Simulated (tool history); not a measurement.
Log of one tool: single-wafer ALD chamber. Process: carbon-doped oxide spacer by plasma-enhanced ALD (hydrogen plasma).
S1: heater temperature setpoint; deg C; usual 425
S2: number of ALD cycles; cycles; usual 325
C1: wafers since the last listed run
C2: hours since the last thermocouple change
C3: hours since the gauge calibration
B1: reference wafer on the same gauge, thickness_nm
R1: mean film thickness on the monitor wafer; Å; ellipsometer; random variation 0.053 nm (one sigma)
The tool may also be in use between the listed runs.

run 1 hour=0 | S1=425 S2=325 | C1=0 C2=3018.3 C3=106.8 | B1=13.048 | R1=155.23
run 2 hour=25.9 | S1=425 S2=325 | C1=23 C2=3044.2 C3=132.7 | B1=13.063 | R1=156.06
run 3 hour=58.2 | S1=425 S2=325 | C1=29 C2=3076.5 C3=165 | B1=13.073 | R1=155.79
run 4 hour=72.4 | S1=425 S2=325 | C1=12 C2=3090.7 C3=179.2 | B1=13.095 | R1=156.45
run 5 hour=98 | S1=425 S2=325 | C1=23 C2=3116.3 C3=204.8 | B1=13.093 | R1=156.79
run 6 hour=121.1 | S1=431 S2=300 | C1=20 C2=3139.4 C3=227.9 | B1=13.112 | R1=142.05
run 7 hour=144.7 | S1=431 S2=300 | C1=21 C2=3163 C3=251.5 | B1=13.121 | R1=141.19
run 8 hour=167.8 | S1=431 S2=300 | C1=20 C2=3186.1 C3=274.6 | B1=13.135 | R1=141.98
run 9 hour=195.3 | S1=425 S2=325 | C1=24 C2=3213.6 C3=302.1 | B1=13.157 | R1=156.7
run 10 hour=213.2 | S1=425 S2=325 | C1=16 C2=3231.5 C3=320 | B1=13.16 | R1=157.51
-- hour=244.5 thermocouple changed; heater temperature recalibrated
run 11 hour=245 | S1=425 S2=325 | C1=21 C2=0.5 C3=351.8 | B1=13.162 | R1=157.86
run 12 hour=254.4 | S1=425 S2=375 | C1=8 C2=9.9 C3=361.2 | B1=13.181 | R1=181.39
-- hour=285 gauge calibrated
run 13 hour=289.6 | S1=425 S2=375 | C1=31 C2=45.1 C3=4.6 | B1=13.026 | R1=179.92
run 14 hour=305.4 | S1=440 S2=382 | C1=14 C2=60.9 C3=20.4 | B1=13.035 | R1=173.47
run 15 hour=330.3 | S1=425 S2=325 | C1=22 C2=85.8 C3=45.3 | B1=13.042 | R1=155.44
run 16 hour=364.7 | S1=433 S2=293 | C1=31 C2=120.2 C3=79.7 | B1=13.052 | R1=137.1
run 17 hour=381.7 | S1=432 S2=277 | C1=15 C2=137.2 C3=96.7 | B1=13.059 | R1=129.33
run 18 hour=416.7 | S1=425 S2=325 | C1=31 C2=172.2 C3=131.7 | B1=13.084 | R1=156.54
run 19 hour=447.6 | S1=437 S2=304 | C1=27 C2=203.1 C3=162.6 | B1=13.09 | R1=140.78
run 20 hour=461.6 | S1=414 S2=349 | C1=12 C2=217.1 C3=176.6 | B1=13.105 | R1=174.4
run 21 hour=490.3 | S1=425 S2=380 | C1=25 C2=245.8 C3=205.3 | B1=13.101 | R1=183.46
run 22 hour=504.9 | S1=438 S2=389 | C1=13 C2=260.4 C3=219.9 | B1=13.12 | R1=178.08
run 23 hour=534.6 | S1=437 S2=377 | C1=26 C2=290.1 C3=249.6 | B1=13.126 | R1=173.85
run 24 hour=561.9 | S1=435 S2=346 | C1=24 C2=317.4 C3=276.9 | B1=13.138 | R1=161.67
run 25 hour=597 | S1=425 S2=325 | C1=31 C2=352.5 C3=312 | B1=13.155 | R1=157.02
run 26 hour=631.8 | S1=416 S2=382 | C1=31 C2=387.3 C3=346.8 | B1=13.177 | R1=192.22

Forecast each of these 5 alternatives for the next run:
run A hour=632.7 | S1=425 S2=376 | C1=0 C2=388.2 C3=347.7 | B1=? | R1=?
run B hour=632.7 | S1=439 S2=307 | C1=0 C2=388.2 C3=347.7 | B1=? | R1=?
run C hour=632.7 | S1=438 S2=347 | C1=0 C2=388.2 C3=347.7 | B1=? | R1=?
run D hour=632.7 | S1=429 S2=290 | C1=0 C2=388.2 C3=347.7 | B1=? | R1=?
run E hour=632.7 | S1=425 S2=354 | C1=0 C2=388.2 C3=347.7 | B1=? | R1=?

run=A B1=13.188 R1=182.91
run=B B1=13.188 R1=141.61
run=C B1=13.188 R1=160.69
run=D B1=13.188 R1=138.99
run=E B1=13.188 R1=172.21
Without the tool's hidden state the same runs would have given:
run=A R1=180.39
run=B R1=139.66
run=C R1=158.48
run=D R1=137.07
run=E R1=169.84
